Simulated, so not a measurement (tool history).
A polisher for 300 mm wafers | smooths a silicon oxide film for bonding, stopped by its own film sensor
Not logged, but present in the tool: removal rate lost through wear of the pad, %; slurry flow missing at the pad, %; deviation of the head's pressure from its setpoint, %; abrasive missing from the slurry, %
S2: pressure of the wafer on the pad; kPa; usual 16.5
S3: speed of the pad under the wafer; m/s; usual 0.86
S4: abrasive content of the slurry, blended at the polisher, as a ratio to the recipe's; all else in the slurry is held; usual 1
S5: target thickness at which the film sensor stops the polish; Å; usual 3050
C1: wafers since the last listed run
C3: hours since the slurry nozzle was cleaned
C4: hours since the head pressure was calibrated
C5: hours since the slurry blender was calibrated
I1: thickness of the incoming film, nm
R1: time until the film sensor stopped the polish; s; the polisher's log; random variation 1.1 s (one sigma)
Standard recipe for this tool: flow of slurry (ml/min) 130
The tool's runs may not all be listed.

Run 1, hour 0: usual settings but flow of slurry (ml/min) 105; C1 0; wafers polished on this pad 71; C3 140.3; C4 289.8; C5 475.8; I1 385. Result: R1 118.7 s.
At hour 41.5: slurry blender recalibrated.
Run 2, hour 60: usual settings but flow of slurry (ml/min) 105; C1 548; wafers polished on this pad 619; C3 200.3; C4 349.8; C5 18.5; I1 385.2. Result: R1 109.7 s.
Run 3, hour 102.9: usual settings but flow of slurry (ml/min) 105; C1 405; wafers polished on this pad 1025; C3 243.2; C4 392.7; C5 61.4; I1 387.3. Result: R1 115.6 s.
At hour 107.7: slurry nozzle cleaned.
At hour 131.4: worn pad replaced by a new one.
Run 4, hour 131.9: usual settings but S4 1.1; C1 226; wafers polished on this pad 4; C3 24.2; C4 421.7; C5 90.4; I1 395. Result: R1 107.5 s.
Run 5, hour 160: usual settings but S4 1.1; C1 265; wafers polished on this pad 270; C3 52.3; C4 449.8; C5 118.5; I1 393.5. Result: R1 106.3 s.
Run 6, hour 200.1: usual settings; C1 378; wafers polished on this pad 649; C3 92.4; C4 489.9; C5 158.6; I1 391. Result: R1 106.6 s.
At hour 251.9: head pressure recalibrated.
Run 7, hour 252.9: usual settings; C1 480; wafers polished on this pad 1129; C3 145.2; C4 1; C5 211.4; I1 397.4. Result: R1 119.6 s.
At hour 267: worn pad replaced by a new one.
Run 8, hour 317: usual settings; C1 568; wafers polished on this pad 472; C3 209.3; C4 65.1; C5 275.5; I1 391.5. Result: R1 114.1 s.
At hour 338.1: slurry nozzle cleaned.
Run 9, hour 352.2: usual settings but flow of slurry (ml/min) 100, S3 1.02 m/s; C1 323; wafers polished on this pad 795; C3 14.1; C4 100.3; C5 310.7; I1 389.4. Result: R1 104 s.
At hour 403.3: worn pad replaced by a new one.
Run 10, hour 407.2: usual settings but flow of slurry (ml/min) 155, S3 0.96 m/s; C1 482; wafers polished on this pad 36; C3 69.1; C4 155.3; C5 365.7; I1 390.2. Result: R1 99 s.
Run 11, hour 434: usual settings but S4 1.1; C1 253; wafers polished on this pad 289; C3 95.9; C4 182.1; C5 392.5; I1 384.9. Result: R1 100.8 s.
At hour 490.4: slurry blender recalibrated.
Run 12, hour 497.8: usual settings but flow of slurry (ml/min) 85, S3 0.98 m/s; C1 584; wafers polished on this pad 873; C3 159.7; C4 245.9; C5 7.4; I1 385.5. Result: R1 106 s.
At hour 536: worn pad replaced by a new one.
Run 13, hour 543.6: usual settings but S2 20.7 kPa, S4 0.85; C1 395; wafers polished on this pad 71; C3 205.5; C4 291.7; C5 53.2; I1 385.4. Result: R1 91.3 s.
At hour 589.5: slurry nozzle cleaned.
Run 14, hour 613.1: usual settings but S2 11.7 kPa, S4 0.85; C1 647; wafers polished on this pad 719; C3 23.6; C4 361.2; C5 122.7; I1 388.5. Result: R1 161.3 s.
Run 15, hour 637.8: usual settings; C1 233; wafers polished on this pad 952; C3 48.3; C4 385.9; C5 147.4; I1 392.4. Result: R1 113.4 s.
At hour 674.8: worn pad replaced by a new one.
Run 16, hour 688.6: usual settings but S3 0.96 m/s, S5 3230 Å; C1 442; wafers polished on this pad 130; C3 99.1; C4 436.7; C5 198.2; I1 389.2. Result: R1 79.6 s.
Run 17, hour 742.2: usual settings but S2 21.4 kPa, S3 0.66 m/s, S4 0.85, S5 3200 Å; C1 506; wafers polished on this pad 636; C3 152.7; C4 490.3; C5 251.8; I1 395.5. Result: R1 98.5 s.
Run 18, hour 778.8: usual settings; C1 345; wafers polished on this pad 982; C3 189.3; C4 526.9; C5 288.4; I1 385.8. Result: R1 110.1 s.

5 ways to go on from here, each from the tool as it stands after run 18. What would each give?
Run A, hour 779.3: usual settings; C1 4; wafers polished on this pad 987; C3 189.8; C4 527.4; C5 288.9; I1 386. Result: R1 ?.
Run B, hour 779.3: usual settings but flow of slurry (ml/min) 110, S4 1.15, S5 2960 Å; C1 4; wafers polished on this pad 987; C3 189.8; C4 527.4; C5 288.9; I1 386. Result: R1 ?.
Run C, hour 779.3: usual settings but flow of slurry (ml/min) 160, S2 20 kPa, S3 0.78 m/s, S4 1.1; C1 4; wafers polished on this pad 987; C3 189.8; C4 527.4; C5 288.9; I1 386. Result: R1 ?.
Run D, hour 779.3: usual settings but flow of slurry (ml/min) 145, S2 18.6 kPa, S4 0.9, S5 2860 Å; C1 4; wafers polished on this pad 987; C3 189.8; C4 527.4; C5 288.9; I1 386. Result: R1 ?.
Run E, hour 779.3: usual settings but S2 18.6 kPa, S3 0.96 m/s, S4 1.2, S5 2850 Å; C1 4; wafers polished on this pad 987; C3 189.8; C4 527.4; C5 288.9; I1 386. Result: R1 ?.

run     R1
  A  108.1
  B  118.6
  C   87.9
  D  121.1
  E  102.8
Without the tool's unlogged condition, the same runs would have read:
run     R1
  A     99
  B  108.4
  C   81.2
  D    111
  E   94.6

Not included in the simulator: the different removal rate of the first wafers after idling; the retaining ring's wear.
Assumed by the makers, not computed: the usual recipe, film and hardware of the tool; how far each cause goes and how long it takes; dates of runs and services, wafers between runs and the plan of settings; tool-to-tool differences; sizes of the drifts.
